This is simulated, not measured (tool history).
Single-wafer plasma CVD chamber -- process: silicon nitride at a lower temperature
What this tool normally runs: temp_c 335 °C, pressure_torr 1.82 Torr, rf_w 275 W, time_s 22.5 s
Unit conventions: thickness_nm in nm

run	day	temp_c	pressure_torr	rf_w	time_s	wafers since the last listed run	hours since the last thermocouple change	hours since the last RF generator calibration	hours since the last manometer calibration	hours since the showerhead was replaced	hours since the gauge calibration	read-back reference wafer on the same gauge, thickness_nm	thickness_nm
1	0	335	1.92	275	22.5	0	711.7	2184.6	157.4	8151.6	1200	23.139	25.735
2	2.975	335	1.82	275	22.5	2356	783.1	2256	228.8	8223	1271.4	23.14	25.133
3	4.879	335	1.82	275	22.5	1508	828.8	2301.7	274.5	8268.7	1317.1	23.142	25.534
# day 7.392: RF generator calibrated
4	8.117	335	1.82	275	22.5	2300	906.5	17.4	352.2	8346.4	1394.8	23.108	26.21
5	9.767	335	2.14	275	22.5	1307	946.1	57	391.8	8386	1434.4	23.055	26.958
6	13.321	335	1.82	295	22.5	2815	1031.4	142.3	477.1	8471.3	1519.7	23.115	27.011
7	16.796	335	1.55	255	22.5	2752	1114.8	225.7	560.5	8554.7	1603.1	23.121	24.505
# day 19.996: showerhead replaced
8	21.262	335	1.55	255	22.5	3274	1222	332.9	667.7	30.4	1710.3	23.066	24.283
9	24.512	335	1.82	275	26.8	2574	1300	410.9	745.7	108.4	1788.3	23.11	30.92
# day 25.746: gauge calibrated
10	26.508	335	1.82	245	24.6	1581	1347.9	458.8	793.6	156.3	18.3	23.147	26.587
# day 29.542: thermocouple changed; heater temperature recalibrated
11	30.917	323	1.43	315	22.5	3228	33	564.6	899.4	262.1	124.1	23.092	26.196
12	32.979	335	2	275	22.5	1633	82.5	614.1	948.9	311.6	173.6	23.098	26.242
13	34.496	335	1.82	275	22.5	1201	118.9	650.5	985.3	348	210	23.103	26.09
14	40.133	335	2.17	275	23.8	4465	254.2	785.8	1120.6	483.3	345.3	23.097	28.114
15	43.167	341	2.12	245	22.5	2402	327	858.6	1193.4	556.1	418.1	23.143	25.142
16	44.792	335	1.82	275	22.5	1287	366	897.6	1232.4	595.1	457.1	23.077	25.627
# day 48.917: capacitance manometer re-zeroed and calibrated
17	57.704	335	1.82	275	22.5	9964	675.9	1207.5	210.9	905	767	23.113	25.373
18	60.412	327	1.42	325	18.1	2145	740.9	1272.5	275.9	970	832	23.075	21.38
19	63.717	329	2.12	275	22.5	2617	820.2	1351.8	355.2	1049.3	911.3	23.096	26.437
20	66.921	335	1.82	320	22.5	2538	897.1	1428.7	432.1	1126.2	988.2	23.128	27.065
21	70.542	335	1.82	275	22.5	2868	984	1515.6	519	1213.1	1075.1	23.054	25.396
22	73.162	335	1.82	275	20.7	2076	1046.9	1578.5	581.9	1276	1138	23.092	23.648

For run 23, what comes out?
23	76.846	335	1.82	275	22.5	2917	1135.3	1666.9	670.3	1364.4	1226.4	?	?

{"run 23": {"read-back reference wafer on the same gauge, thickness_nm": 23.104, "thickness_nm": 25.332}}
Were there no unlogged condition in the tool, this run, its random variation unchanged, would have produced thickness_nm 26.157 nm.
